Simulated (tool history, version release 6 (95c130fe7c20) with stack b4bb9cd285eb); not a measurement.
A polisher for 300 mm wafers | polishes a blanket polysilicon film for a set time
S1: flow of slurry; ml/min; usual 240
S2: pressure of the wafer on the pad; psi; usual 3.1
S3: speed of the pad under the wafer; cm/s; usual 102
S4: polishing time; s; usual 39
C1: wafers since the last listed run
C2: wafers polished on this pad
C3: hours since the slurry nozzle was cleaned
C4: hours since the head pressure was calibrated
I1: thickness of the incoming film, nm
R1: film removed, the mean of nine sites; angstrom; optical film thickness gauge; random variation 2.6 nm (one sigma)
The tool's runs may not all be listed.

Run 1, day 0: usual settings; C1 0; C2 2439; C3 495.5; C4 250.9; I1 1224.7. Result: R1 2655 angstrom.
Run 2, day 4.6: usual settings; C1 1091; C2 3530; C3 605.9; C4 361.3; I1 1225.3. Result: R1 2637 angstrom.
At day 5.271: slurry nozzle cleaned.
Run 3, day 8.492: usual settings; C1 913; C2 4444; C3 77.3; C4 454.7; I1 1235.1. Result: R1 2874 angstrom.
Run 4, day 11.567: usual settings; C1 729; C2 5173; C3 151.1; C4 528.5; I1 1207.5. Result: R1 2821 angstrom.
At day 13.492: worn pad replaced by a new one.
Run 5, day 15.125: usual settings but S3 116 cm/s, S4 46 s; C1 804; C2 387; C3 236.5; C4 613.9; I1 1223.7. Result: R1 3698 angstrom.
Run 6, day 19.054: usual settings but S3 116 cm/s, S4 46 s; C1 931; C2 1319; C3 330.8; C4 708.2; I1 1227.6. Result: R1 3680 angstrom.
At day 21.483: head pressure recalibrated.
Run 7, day 27.004: usual settings; C1 1865; C2 3185; C3 521.6; C4 132.5; I1 1226.5. Result: R1 2723 angstrom.
Run 8, day 28.942: usual settings but S3 90 cm/s; C1 459; C2 3644; C3 568.1; C4 179; I1 1219.6. Result: R1 2388 angstrom.
At day 32.496: slurry nozzle cleaned.
Run 9, day 32.938: usual settings but S3 90 cm/s; C1 937; C2 4582; C3 10.6; C4 274.9; I1 1214.4. Result: R1 2595 angstrom.
At day 36.792: worn pad replaced by a new one.
Run 10, day 36.983: usual settings but S3 90 cm/s; C1 920; C2 45; C3 107.7; C4 372; I1 1235.9. Result: R1 2503 angstrom.
Run 11, day 39.092: usual settings but S2 3.4 psi; C1 500; C2 545; C3 158.3; C4 422.6; I1 1225.7. Result: R1 3129 angstrom.
Run 12, day 41.538: usual settings but S2 3.4 psi; C1 580; C2 1125; C3 217; C4 481.3; I1 1239.2. Result: R1 3128 angstrom.
Run 13, day 45.917: usual settings but S2 3.4 psi; C1 1038; C2 2164; C3 322.1; C4 586.4; I1 1226.1. Result: R1 3037 angstrom.
Run 14, day 49.183: usual settings; C1 774; C2 2939; C3 400.5; C4 664.8; I1 1207.4. Result: R1 2748 angstrom.
Run 15, day 53: usual settings; C1 905; C2 3844; C3 492.1; C4 756.4; I1 1217.8. Result: R1 2749 angstrom.
Run 16, day 56.371: usual settings; C1 799; C2 4644; C3 573; C4 837.3; I1 1210. Result: R1 2713 angstrom.
At day 56.971: slurry nozzle cleaned.
At day 56.979: worn pad replaced by a new one.
Run 17, day 59.838: usual settings but S1 180 ml/min, S2 3.4 psi, S3 112 cm/s, S4 45 s; C1 811; C2 678; C3 68.8; C4 920.5; I1 1196. Result: R1 3769 angstrom.
At day 60.354: head pressure recalibrated.
Run 18, day 64.125: usual settings but S3 136 cm/s; C1 997; C2 1675; C3 171.7; C4 90.5; I1 1202.7. Result: R1 3726 angstrom.
Run 19, day 66.65: usual settings but S1 265 ml/min; C1 598; C2 2274; C3 232.3; C4 151.1; I1 1220.4. Result: R1 2799 angstrom.
Run 20, day 68.367: usual settings but S1 290 ml/min, S2 2.6 psi, S3 90 cm/s; C1 407; C2 2681; C3 273.5; C4 192.3; I1 1201.7. Result: R1 2138 angstrom.
Run 21, day 71.838: usual settings but S1 300 ml/min, S2 2.2 psi, S4 46 s; C1 823; C2 3504; C3 356.8; C4 275.6; I1 1225.2. Result: R1 2346 angstrom.
Run 22, day 75.9: usual settings; C1 963; C2 4468; C3 454.3; C4 373.1; I1 1217. Result: R1 2721 angstrom.
At day 77.354: worn pad replaced by a new one.
Run 23, day 80.371: usual settings but S3 78 cm/s; C1 1020; C2 715; C3 561.6; C4 480.4; I1 1215.5. Result: R1 2064 angstrom.
At day 81.458: slurry nozzle cleaned.
Run 24, day 84.312: usual settings but S1 200 ml/min; C1 925; C2 1640; C3 68.5; C4 575; I1 1209.1. Result: R1 2787 angstrom.
Run 25, day 87.304: usual settings but S1 215 ml/min; C1 709; C2 2350; C3 140.3; C4 646.8; I1 1230.9. Result: R1 2768 angstrom.
Run 26, day 90.975: usual settings but S2 3.8 psi, S4 48 s; C1 870; C2 3220; C3 228.4; C4 734.9; I1 1230. Result: R1 4142 angstrom.
Run 27, day 92.688: usual settings but S1 295 ml/min, S2 2.6 psi, S3 126 cm/s, S4 30 s; C1 406; C2 3627; C3 269.5; C4 776; I1 1191.5. Result: R1 2253 angstrom.
Run 28, day 94.321: usual settings but S1 275 ml/min, S3 120 cm/s, S4 30 s; C1 387; C2 4014; C3 308.7; C4 815.2; I1 1200.2. Result: R1 2588 angstrom.
At day 96.083: worn pad replaced by a new one.
Run 29, day 96.233: usual settings but S2 2.1 psi, S4 31 s; C1 414; C2 35; C3 354.6; C4 861.1; I1 1225.3. Result: R1 1476 angstrom.
At day 97.875: head pressure recalibrated.
Run 30, day 100.654: usual settings but S1 155 ml/min; C1 1028; C2 1063; C3 460.7; C4 66.7; I1 1203.8. Result: R1 2411 angstrom.
Run 31, day 103.338: usual settings but S3 90 cm/s; C1 636; C2 1700; C3 525.1; C4 131.1; I1 1208.8. Result: R1 2376 angstrom.
Run 32, day 106.429: usual settings; C1 733; C2 2433; C3 599.3; C4 205.3; I1 1240.9. Result: R1 2672 angstrom.

Forecast each of these 3 alternatives for the next run:
Run A, day 106.446: usual settings but S4 45 s; C1 3; C2 2437; C3 599.7; C4 205.7; I1 1212.9. Result: R1 ?.
Run B, day 106.446: usual settings but S1 295 ml/min, S2 2.6 psi, S3 76 cm/s, S4 46 s; C1 3; C2 2437; C3 599.7; C4 205.7; I1 1212.9. Result: R1 ?.
Run C, day 106.446: usual settings but S2 4.1 psi, S3 122 cm/s; C1 3; C2 2437; C3 599.7; C4 205.7; I1 1212.9. Result: R1 ?.

run    R1
  A  3062
  B  2034
  C  4198
Without the tool's hidden state the same runs would have given:
run    R1
  A  3347
  B  2186
  C  4588
